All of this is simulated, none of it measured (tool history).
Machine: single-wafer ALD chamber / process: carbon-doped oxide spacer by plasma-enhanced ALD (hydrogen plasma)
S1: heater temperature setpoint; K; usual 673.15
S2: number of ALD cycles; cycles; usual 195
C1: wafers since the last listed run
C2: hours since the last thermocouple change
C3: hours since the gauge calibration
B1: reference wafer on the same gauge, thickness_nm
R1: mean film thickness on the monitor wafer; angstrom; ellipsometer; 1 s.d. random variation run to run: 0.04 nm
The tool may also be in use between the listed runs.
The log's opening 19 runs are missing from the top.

{"run": 20, "hour": 1591.5, "S1": 673.15, "S2": 176, "C1": 104, "C2": 306.7, "C3": 370.7, "B1": 9.513, "R1": 86.96}
{"run": 21, "hour": 1696.8, "S1": 668.15, "S2": 208, "C1": 255, "C2": 412, "C3": 476, "B1": 9.52, "R1": 102.95}
{"run": 22, "hour": 1782.1, "S1": 679.15, "S2": 195, "C1": 206, "C2": 497.3, "C3": 561.3, "B1": 9.508, "R1": 93.99}
{"run": 23, "hour": 1876.0, "S1": 659.15, "S2": 195, "C1": 227, "C2": 591.2, "C3": 655.2, "B1": 9.498, "R1": 97.14}
{"run": 24, "hour": 1952.5, "S1": 685.15, "S2": 184, "C1": 185, "C2": 667.7, "C3": 731.7, "B1": 9.506, "R1": 87.94}
{"run": 25, "hour": 2005.5, "S1": 662.15, "S2": 195, "C1": 128, "C2": 720.7, "C3": 784.7, "B1": 9.496, "R1": 96.76}
{"run": 26, "hour": 2058.5, "S1": 673.15, "S2": 210, "C1": 128, "C2": 773.7, "C3": 837.7, "B1": 9.516, "R1": 104.52}
{"run": 27, "hour": 2132.3, "S1": 661.15, "S2": 180, "C1": 179, "C2": 847.5, "C3": 911.5, "B1": 9.521, "R1": 89.02}
{"run": 28, "hour": 2177.6, "S1": 673.15, "S2": 195, "C1": 109, "C2": 892.8, "C3": 956.8, "B1": 9.499, "R1": 96.35}
{"run": 29, "hour": 2274.9, "S1": 687.15, "S2": 181, "C1": 236, "C2": 990.1, "C3": 1054.1, "B1": 9.511, "R1": 85.61}
{"run": 30, "hour": 2445.0, "S1": 678.15, "S2": 215, "C1": 412, "C2": 1160.2, "C3": 1224.2, "B1": 9.511, "R1": 104.09}
{"run": 31, "hour": 2535.6, "S1": 673.15, "S2": 195, "C1": 219, "C2": 1250.8, "C3": 1314.8, "B1": 9.509, "R1": 95.57}
{"run": 32, "hour": 2583.9, "S1": 673.15, "S2": 195, "C1": 117, "C2": 1299.1, "C3": 1363.1, "B1": 9.503, "R1": 96.7}
{"run": 33, "hour": 2838.8, "S1": 667.15, "S2": 222, "C1": 618, "C2": 1554, "C3": 1618, "B1": 9.52, "R1": 109.53}

What if the next run were any one of these 5? Each begins from the tool's condition after run 33:
{"run": "A", "hour": 2839.5, "S1": 673.15, "S2": 158, "C1": 1, "C2": 1554.7, "C3": 1618.7, "B1": "?", "R1": "?"}
{"run": "B", "hour": 2839.5, "S1": 673.15, "S2": 233, "C1": 1, "C2": 1554.7, "C3": 1618.7, "B1": "?", "R1": "?"}
{"run": "C", "hour": 2839.5, "S1": 661.15, "S2": 168, "C1": 1, "C2": 1554.7, "C3": 1618.7, "B1": "?", "R1": "?"}
{"run": "D", "hour": 2839.5, "S1": 664.15, "S2": 210, "C1": 1, "C2": 1554.7, "C3": 1618.7, "B1": "?", "R1": "?"}
{"run": "E", "hour": 2839.5, "S1": 669.15, "S2": 166, "C1": 1, "C2": 1554.7, "C3": 1618.7, "B1": "?", "R1": "?"}

run=A B1=9.493 R1=78.05
run=B B1=9.493 R1=115.09
run=C B1=9.493 R1=83.77
run=D B1=9.493 R1=104.71
run=E B1=9.493 R1=82.77
Stripped of hidden state, with their random variation kept, the same runs would have yielded:
run=A R1=78.78
run=B R1=116.18
run=C R1=83.77
run=D R1=104.71
run=E R1=82.77
